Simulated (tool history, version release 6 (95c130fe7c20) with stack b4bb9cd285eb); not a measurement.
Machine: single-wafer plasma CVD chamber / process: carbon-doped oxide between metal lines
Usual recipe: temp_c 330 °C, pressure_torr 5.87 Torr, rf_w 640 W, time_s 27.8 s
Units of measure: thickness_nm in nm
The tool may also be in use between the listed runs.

run     day  temp_c  pressure_torr  rf_w  time_s  wafers since the last listed run  hours since the last thermocouple change  hours since the last RF generator calibration  hours since the last manometer calibration  hours since the showerhead was replaced  hours since the gauge calibration  read-back reference wafer on the same gauge, thickness_nm  thickness_nm
  1       0     330           5.87   560    27.8                                 0                                    2443.1                                         1702.4                                      2122.4                                   7790.5                               26.6                                                    178.023       176.404
  2   1.433     330           5.87   560    27.8                               650                                    2477.5                                         1736.8                                      2156.8                                   7824.9                                 61                                                    178.041       177.225
  3   3.729     335           5.87   640    27.8                              1041                                    2532.6                                         1791.9                                      2211.9                                     7880                              116.1                                                     178.05       186.612
  4   4.258     335           5.87   640    27.8                               240                                    2545.3                                         1804.6                                      2224.6                                   7892.7                              128.8                                                    177.937        186.67
  5   5.433     335           5.87   640    27.8                               533                                    2573.5                                         1832.8                                      2252.8                                   7920.9                                157                                                    178.078       188.005
  6   6.312     330           5.87   640    27.8                               398                                    2594.6                                         1853.9                                      2273.9                                     7942                              178.1                                                    177.986       190.904
  7   7.083     330           5.87   640    27.8                               349                                    2613.1                                         1872.4                                      2292.4                                   7960.5                              196.6                                                    178.005       191.513
  8   7.925     330           5.87   640    27.8                               381                                    2633.3                                         1892.6                                      2312.6                                   7980.7                              216.8                                                    178.075       190.414
  9   8.475     330           5.87   640    27.8                               249                                    2646.5                                         1905.8                                      2325.8                                   7993.9                                230                                                    177.973       190.033
      9.612  -- showerhead replaced
     10.042  -- thermocouple changed; heater temperature recalibrated
 10  10.062     330           5.87   640    27.8                               417                                       0.5                                         1943.9                                      2363.9                                     10.8                              268.1                                                    178.007       189.872
 11  10.904     330           5.87   640    27.8                               381                                      20.7                                         1964.1                                      2384.1                                       31                              288.3                                                    178.043       190.595
     11.512  -- gauge calibrated
     11.638  -- capacitance manometer re-zeroed and calibrated
 12  11.658     330           5.87   640    27.8                               190                                      38.8                                         1982.2                                         0.5                                     49.1                                3.5                                                    178.043       190.287
 13  12.367     321           5.87   720    27.8                               321                                      55.8                                         1999.2                                        17.5                                     66.1                               20.5                                                    178.012       209.912
     12.758  -- RF generator calibrated
 14  13.512     342           5.87   640    27.8                               368                                      83.3                                           18.1                                          45                                     93.6                                 48                                                    177.893       182.826
 15  14.296     322              7   750    25.8                               355                                     102.1                                           36.9                                        63.8                                    112.4                               66.8                                                    177.926       202.648
 16  15.054     330           7.29   575      31                               344                                     120.3                                           55.1                                          82                                    130.6                                 85                                                    178.064       204.204
 17  16.383     323           4.61   760    27.8                               603                                     152.2                                             87                                       113.9                                    162.5                              116.9                                                    178.076       207.802
 18  17.633     330           5.87   715    27.8                               567                                     182.2                                            117                                       143.9                                    192.5                              146.9                                                    177.968       202.608
 19  18.175     323           6.53   695    27.8                               245                                     195.2                                            130                                       156.9                                    205.5                              159.9                                                    177.993        206.53
 20  19.192     330           6.58   595    27.8                               461                                     219.6                                          154.4                                       181.3                                    229.9                              184.3                                                    177.882       185.359
 21  20.529     343           5.87   640    27.8                               606                                     251.7                                          186.5                                       213.4                                      262                              216.4                                                    177.978       182.205
 22  21.588     330           5.87   640    27.8                               480                                     277.1                                          211.9                                       238.8                                    287.4                              241.8                                                    178.015       190.489

Forecast each of these 5 alternatives for the next run:
  A  21.604     324           5.87   640    27.8                                 7                                     277.5                                          212.3                                       239.2                                    287.8                              242.2                                                          ?             ?
  B  21.604     330           7.11   740    27.8                                 7                                     277.5                                          212.3                                       239.2                                    287.8                              242.2                                                          ?             ?
  C  21.604     326            5.3   640    27.8                                 7                                     277.5                                          212.3                                       239.2                                    287.8                              242.2                                                          ?             ?
  D  21.604     340           4.53   640    32.4                                 7                                     277.5                                          212.3                                       239.2                                    287.8                              242.2                                                          ?             ?
  E  21.604     330           5.87   730    27.8                                 7                                     277.5                                          212.3                                       239.2                                    287.8                              242.2                                                          ?             ?

run  read-back reference wafer on the same gauge, thickness_nm  thickness_nm
  A                                                    177.872       194.924
  B                                                    177.872       209.721
  C                                                    177.872       190.637
  D                                                    177.872       205.358
  E                                                    177.872       204.442
Without the tool's unlogged condition, the same runs would have read:
run  thickness_nm
  A       194.924
  B       209.721
  C       190.637
  D       205.358
  E       204.442
